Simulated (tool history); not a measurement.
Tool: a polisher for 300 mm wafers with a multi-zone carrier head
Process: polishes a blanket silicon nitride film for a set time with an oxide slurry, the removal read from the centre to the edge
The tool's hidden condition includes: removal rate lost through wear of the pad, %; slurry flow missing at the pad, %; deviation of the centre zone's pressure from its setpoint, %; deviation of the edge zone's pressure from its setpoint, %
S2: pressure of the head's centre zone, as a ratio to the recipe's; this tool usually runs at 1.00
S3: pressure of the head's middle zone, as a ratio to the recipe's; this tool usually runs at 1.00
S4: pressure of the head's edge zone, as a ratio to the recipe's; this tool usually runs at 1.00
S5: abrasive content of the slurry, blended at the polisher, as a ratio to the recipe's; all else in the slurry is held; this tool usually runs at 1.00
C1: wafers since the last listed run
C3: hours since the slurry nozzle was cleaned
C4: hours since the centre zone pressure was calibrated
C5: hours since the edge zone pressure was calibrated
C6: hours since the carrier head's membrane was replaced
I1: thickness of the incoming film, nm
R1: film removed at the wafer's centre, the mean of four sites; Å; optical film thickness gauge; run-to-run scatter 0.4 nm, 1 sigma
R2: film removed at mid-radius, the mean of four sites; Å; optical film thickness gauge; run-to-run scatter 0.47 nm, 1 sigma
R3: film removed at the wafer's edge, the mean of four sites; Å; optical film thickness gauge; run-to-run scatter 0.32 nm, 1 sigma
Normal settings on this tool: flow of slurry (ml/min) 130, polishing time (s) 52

run 1 hour=0.0 | flow_of_slurry_(ml/min)=130 S2=1.00 S3=1.00 S4=1.00 S5=1.00 polishing_time_(s)=52 | C1=0 wafers_polished_on_this_pad=3085 C3=88.1 C4=305.2 C5=275.8 C6=1084.1 | I1=481.0 | R1=462 R2=449 R3=469
-- hour=32.4 centre zone pressure recalibrated
-- hour=37.3 worn pad replaced by a new one
run 2 hour=58.6 | flow_of_slurry_(ml/min)=130 S2=1.00 S3=1.00 S4=1.00 S5=1.00 polishing_time_(s)=52 | C1=853 wafers_polished_on_this_pad=345 C3=146.7 C4=26.2 C5=334.4 C6=1142.7 | I1=496.0 | R1=457 R2=450 R3=461
run 3 hour=121.1 | flow_of_slurry_(ml/min)=130 S2=1.00 S3=1.00 S4=1.00 S5=1.00 polishing_time_(s)=52 | C1=1014 wafers_polished_on_this_pad=1359 C3=209.2 C4=88.7 C5=396.9 C6=1205.2 | I1=491.9 | R1=459 R2=450 R3=460
run 4 hour=203.1 | flow_of_slurry_(ml/min)=130 S2=1.00 S3=1.00 S4=1.00 S5=1.00 polishing_time_(s)=52 | C1=1330 wafers_polished_on_this_pad=2689 C3=291.2 C4=170.7 C5=478.9 C6=1287.2 | I1=482.4 | R1=457 R2=441 R3=460
-- hour=230.3 worn pad replaced by a new one
run 5 hour=254.7 | flow_of_slurry_(ml/min)=130 S2=1.00 S3=1.00 S4=1.00 S5=1.00 polishing_time_(s)=52 | C1=772 wafers_polished_on_this_pad=395 C3=342.8 C4=222.3 C5=530.5 C6=1338.8 | I1=494.6 | R1=448 R2=443 R3=460
run 6 hour=314.5 | flow_of_slurry_(ml/min)=130 S2=1.00 S3=1.00 S4=1.07 S5=1.00 polishing_time_(s)=52 | C1=970 wafers_polished_on_this_pad=1365 C3=402.6 C4=282.1 C5=590.3 C6=1398.6 | I1=494.2 | R1=451 R2=438 R3=472
run 7 hour=363.6 | flow_of_slurry_(ml/min)=130 S2=1.00 S3=1.00 S4=1.07 S5=1.00 polishing_time_(s)=52 | C1=796 wafers_polished_on_this_pad=2162 C3=451.7 C4=331.2 C5=639.4 C6=1447.7 | I1=484.2 | R1=453 R2=441 R3=469
-- hour=377.4 centre zone pressure recalibrated
-- hour=418.6 edge zone pressure recalibrated
run 8 hour=434.8 | flow_of_slurry_(ml/min)=130 S2=1.00 S3=1.00 S4=1.00 S5=1.00 polishing_time_(s)=52 | C1=1090 wafers_polished_on_this_pad=3252 C3=522.9 C4=57.4 C5=16.2 C6=1518.9 | I1=484.3 | R1=449 R2=433 R3=452
-- hour=462.0 worn pad replaced by a new one
-- hour=462.3 carrier head's membrane replaced by a new one
run 9 hour=496.9 | flow_of_slurry_(ml/min)=150 S2=1.04 S3=1.00 S4=1.00 S5=1.00 polishing_time_(s)=47 | C1=938 wafers_polished_on_this_pad=562 C3=585.0 C4=119.5 C5=78.3 C6=34.6 | I1=486.4 | R1=439 R2=404 R3=419
run 10 hour=561.0 | flow_of_slurry_(ml/min)=130 S2=1.00 S3=1.10 S4=1.06 S5=0.75 polishing_time_(s)=46 | C1=1040 wafers_polished_on_this_pad=1602 C3=649.1 C4=183.6 C5=142.4 C6=98.7 | I1=490.5 | R1=338 R2=350 R3=342
-- hour=663.1 slurry nozzle cleaned
run 11 hour=669.1 | flow_of_slurry_(ml/min)=130 S2=1.00 S3=1.00 S4=1.00 S5=1.15 polishing_time_(s)=52 | C1=1737 wafers_polished_on_this_pad=3339 C3=6.0 C4=291.7 C5=250.5 C6=206.8 | I1=490.2 | R1=498 R2=482 R3=495
-- hour=690.5 worn pad replaced by a new one
-- hour=744.7 centre zone pressure recalibrated
run 12 hour=748.8 | flow_of_slurry_(ml/min)=95 S2=1.00 S3=1.00 S4=1.00 S5=1.00 polishing_time_(s)=52 | C1=1195 wafers_polished_on_this_pad=914 C3=85.7 C4=4.1 C5=330.2 C6=286.5 | I1=497.3 | R1=429 R2=418 R3=443
run 13 hour=790.2 | flow_of_slurry_(ml/min)=130 S2=0.96 S3=0.95 S4=0.95 S5=1.00 polishing_time_(s)=52 | C1=671 wafers_polished_on_this_pad=1585 C3=127.1 C4=45.5 C5=371.6 C6=327.9 | I1=494.3 | R1=444 R2=431 R3=449
-- hour=938.2 worn pad replaced by a new one
-- hour=1058.8 edge zone pressure recalibrated
run 14 hour=1096.9 | flow_of_slurry_(ml/min)=130 S2=1.00 S3=1.00 S4=1.00 S5=1.00 polishing_time_(s)=52 | C1=4878 wafers_polished_on_this_pad=2541 C3=433.8 C4=352.2 C5=38.1 C6=634.6 | I1=487.3 | R1=447 R2=438 R3=454

Results per run with the tool's hidden condition removed, run-to-run variation unchanged:
run=1 R1=465 R2=453 R3=471
run=2 R1=463 R2=454 R3=465
run=3 R1=467 R2=456 R3=465
run=4 R1=468 R2=450 R3=467
run=5 R1=461 R2=454 R3=468
run=6 R1=466 R2=450 R3=481
run=7 R1=469 R2=455 R3=480
run=8 R1=469 R2=450 R3=464
run=9 R1=458 R2=420 R3=430
run=10 R1=357 R2=367 R3=353
run=11 R1=499 R2=483 R3=496
run=12 R1=433 R2=422 R3=446
run=13 R1=448 R2=434 R3=452
run=14 R1=462 R2=451 R3=464

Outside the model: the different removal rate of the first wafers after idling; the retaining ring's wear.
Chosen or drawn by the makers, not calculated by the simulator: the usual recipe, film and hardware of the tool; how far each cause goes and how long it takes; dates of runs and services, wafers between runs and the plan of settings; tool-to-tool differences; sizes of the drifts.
